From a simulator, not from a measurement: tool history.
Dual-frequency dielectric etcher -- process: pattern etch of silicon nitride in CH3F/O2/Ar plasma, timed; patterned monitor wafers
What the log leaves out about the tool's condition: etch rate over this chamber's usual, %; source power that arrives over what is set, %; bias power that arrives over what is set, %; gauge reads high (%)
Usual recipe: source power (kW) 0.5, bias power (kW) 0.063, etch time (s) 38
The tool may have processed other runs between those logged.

run    hour  source power (kW)  bias power (kW)  etch time (s)  wafers since the last listed run  hours since the last wet clean  hours since the last source power generator calibration  hours since the last bias power generator calibration  hours since the last upper electrode change  hours since the gauge calibration  read-back reference wafer on the same gauge, depth_nm  mean etch depth across the wafer (Å)
  1       0                0.5            0.063             38                                 0                            90.7                                                   1499.9                                                   1573                                       3615.4                             1204.8                                                  31.42                                 265.9
  2    58.1                0.5            0.063             38                              1056                           148.8                                                     1558                                                 1631.1                                       3673.5                             1262.9                                                  31.42                                 268.4
  3   257.9                0.5            0.063             38                              3634                           348.6                                                   1757.8                                                 1830.9                                       3873.3                             1462.7                                                  31.39                                 272.5
  4   288.3               0.47            0.063             38                               552                             379                                                   1788.2                                                 1861.3                                       3903.7                             1493.1                                                  31.38                                 265.9
  5   312.7               0.47            0.063             38                               443                           403.4                                                   1812.6                                                 1885.7                                       3928.1                             1517.5                                                  31.42                                 267.8
      359.5  -- wet clean of the chamber
      471.5  -- gauge calibrated
  6   473.7                0.5            0.067             38                              2491                           114.2                                                   1973.6                                                 2046.7                                       4089.1                                2.2                                                  31.39                                 258.6
  7   526.2                0.5            0.067             38                               954                           166.7                                                   2026.1                                                 2099.2                                       4141.6                               54.7                                                  31.39                                 259.1
  8   563.8                0.5            0.072             38                               683                           204.3                                                   2063.7                                                 2136.8                                       4179.2                               92.3                                                  31.41                                 264.5
      613.6  -- source power generator calibrated
      618.9  -- bias power generator calibrated
      640.4  -- wet clean of the chamber, repeated, since the last time left the tool worse
  9   640.9                0.5            0.072             38                               864                             0.5                                                     27.3                                                     22                                       4256.3                              169.4                                                  31.41                                 275.7
 10   676.6                0.5            0.063             38                               649                            36.2                                                       63                                                   57.7                                         4292                              205.1                                                  31.42                                   267
      713.7  -- upper electrode replaced
 11   735.8                0.5            0.063             38                               640                            95.4                                                    122.2                                                  116.9                                         22.1                              264.3                                                  31.41                                 267.6
 12   789.2                0.4            0.075             38                               971                           148.8                                                    175.6                                                  170.3                                         75.5                              317.7                                                  31.42                                   261
 13   838.7               0.54            0.059             42                               900                           198.3                                                    225.1                                                  219.8                                          125                              367.2                                                  31.41                                 298.7
 14   908.6                0.5            0.063             38                              1271                           268.2                                                      295                                                  289.7                                        194.9                              437.1                                                  31.39                                 270.8
 15   975.8               0.56            0.069             38                              1222                           335.4                                                    362.2                                                  356.9                                        262.1                              504.3                                                  31.39                                 291.1
 16   999.9               0.42            0.074           45.5                               438                           359.5                                                    386.3                                                    381                                        286.2                              528.4                                                  31.42                                 321.8
 17  1030.9                0.5            0.063             38                               563                           390.5                                                    417.3                                                    412                                        317.2                              559.4                                                  31.41                                 271.7

Expected results for the next run?
     1062.7  -- wet clean of the chamber
 18  1072.2               0.42            0.072           27.5                               314                             9.5                                                    458.6                                                  453.3                                        358.5                              600.7                                                      ?                                     ?

read-back reference wafer on the same gauge, depth_nm: 31.41
mean etch depth across the wafer (Å): 187.8
Without the tool's hidden state the same run would have given mean etch depth across the wafer (Å) 187.3.
